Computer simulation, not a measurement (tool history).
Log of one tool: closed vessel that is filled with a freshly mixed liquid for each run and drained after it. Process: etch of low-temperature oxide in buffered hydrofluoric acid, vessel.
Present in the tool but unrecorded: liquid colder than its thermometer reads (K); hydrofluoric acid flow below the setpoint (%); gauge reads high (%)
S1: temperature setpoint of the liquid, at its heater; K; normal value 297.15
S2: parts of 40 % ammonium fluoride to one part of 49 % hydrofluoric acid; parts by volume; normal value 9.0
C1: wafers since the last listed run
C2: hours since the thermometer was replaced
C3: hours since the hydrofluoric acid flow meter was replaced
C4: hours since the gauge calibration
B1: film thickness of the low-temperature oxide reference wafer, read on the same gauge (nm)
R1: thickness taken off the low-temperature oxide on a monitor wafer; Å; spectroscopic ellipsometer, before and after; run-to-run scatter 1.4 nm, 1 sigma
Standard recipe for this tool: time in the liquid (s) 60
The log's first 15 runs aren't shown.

{"run": 16, "hour": 786.8, "S1": 293.65, "S2": 10.0, "time in the liquid (s)": 85, "C1": 4519, "C2": 316.5, "C3": 385.9, "C4": 1557.2, "B1": 149.98, "R1": 1830.9}
{"hour": 787.9, "done": "gauge calibrated"}
{"run": 17, "hour": 828.8, "S1": 297.15, "S2": 9.0, "time in the liquid (s)": 60, "C1": 5172, "C2": 358.5, "C3": 427.9, "C4": 40.9, "B1": 149.99, "R1": 1734.3}
{"run": 18, "hour": 888.9, "S1": 293.15, "S2": 12.0, "time in the liquid (s)": 80, "C1": 7401, "C2": 418.6, "C3": 488.0, "C4": 101.0, "B1": 149.97, "R1": 1400.9}
{"run": 19, "hour": 949.0, "S1": 297.15, "S2": 9.0, "time in the liquid (s)": 60, "C1": 7401, "C2": 478.7, "C3": 548.1, "C4": 161.1, "B1": 150.0, "R1": 1716.4}
{"run": 20, "hour": 1019.1, "S1": 298.65, "S2": 9.0, "time in the liquid (s)": 35, "C1": 8633, "C2": 548.8, "C3": 618.2, "C4": 231.2, "B1": 149.99, "R1": 1053.8}
{"run": 21, "hour": 1087.8, "S1": 297.15, "S2": 9.0, "time in the liquid (s)": 60, "C1": 8460, "C2": 617.5, "C3": 686.9, "C4": 299.9, "B1": 150.0, "R1": 1673.6}
{"run": 22, "hour": 1134.4, "S1": 299.15, "S2": 9.0, "time in the liquid (s)": 80, "C1": 5738, "C2": 664.1, "C3": 733.5, "C4": 346.5, "B1": 149.98, "R1": 2446.6}
{"hour": 1149.4, "done": "hydrofluoric acid flow meter replaced"}
{"run": 23, "hour": 1202.0, "S1": 297.15, "S2": 7.5, "time in the liquid (s)": 85, "C1": 8202, "C2": 731.7, "C3": 52.6, "C4": 414.1, "B1": 150.02, "R1": 3039.8}
{"run": 24, "hour": 1270.8, "S1": 297.15, "S2": 9.0, "time in the liquid (s)": 60, "C1": 8472, "C2": 800.5, "C3": 121.4, "C4": 482.9, "B1": 149.98, "R1": 1739.8}
{"run": 25, "hour": 1319.7, "S1": 297.15, "S2": 9.0, "time in the liquid (s)": 60, "C1": 6022, "C2": 849.4, "C3": 170.3, "C4": 531.8, "B1": 150.0, "R1": 1721.7}

What will run 26 give?
{"run": 26, "hour": 1389.8, "S1": 292.15, "S2": 10.5, "time in the liquid (s)": 30, "C1": 8633, "C2": 919.5, "C3": 240.4, "C4": 601.9, "B1": "?", "R1": "?"}

Run 26 produced B1 149.97, R1 566.9 Å.
If the tool had no hidden condition, the same run with the same run-to-run variation would have returned R1 629.1 Å.
